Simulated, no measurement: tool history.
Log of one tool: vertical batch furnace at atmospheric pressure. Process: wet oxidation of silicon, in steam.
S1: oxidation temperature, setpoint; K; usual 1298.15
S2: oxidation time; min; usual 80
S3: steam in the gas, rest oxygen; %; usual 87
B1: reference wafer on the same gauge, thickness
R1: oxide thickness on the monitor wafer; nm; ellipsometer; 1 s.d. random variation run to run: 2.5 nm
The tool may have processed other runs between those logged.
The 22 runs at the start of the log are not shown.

run,hour,S1,S2,S3,B1,R1
23,1667.1,1288.15,80,95,576.64,611.54
24,1742.4,1298.15,62.5,87,575.65,526.62
25,1800.6,1298.15,80,97,575.85,649.13
26,1841.4,1298.15,80,87,576.09,602.31
27,1891,1298.15,80,96,576.43,647.19
28,1940.9,1290.15,80,87,576.25,587.04
29,1999.5,1287.15,101,93,576.03,686.55
# hour 2186.3: gauge calibrated
30,2277.7,1319.15,80,97,576.66,700.79
31,2345.6,1298.15,80,87,575.53,606.61
32,2387.4,1316.15,94,94,575.72,752.78
33,2490.8,1315.15,61.5,92,575.99,578.62
34,2582.2,1298.15,80,87,575.88,610.32
35,2624.2,1290.15,61.5,78,576.96,467.38
36,2842.1,1298.15,80,87,576.04,600.71

Predict the results of run 37:
37,2931.8,1298.15,80,87,?,?

Run 37 measured B1 575.74, R1 604.02 nm.
If the tool had no hidden condition, the same run with the same run-to-run variation would have returned R1 601.83 nm.

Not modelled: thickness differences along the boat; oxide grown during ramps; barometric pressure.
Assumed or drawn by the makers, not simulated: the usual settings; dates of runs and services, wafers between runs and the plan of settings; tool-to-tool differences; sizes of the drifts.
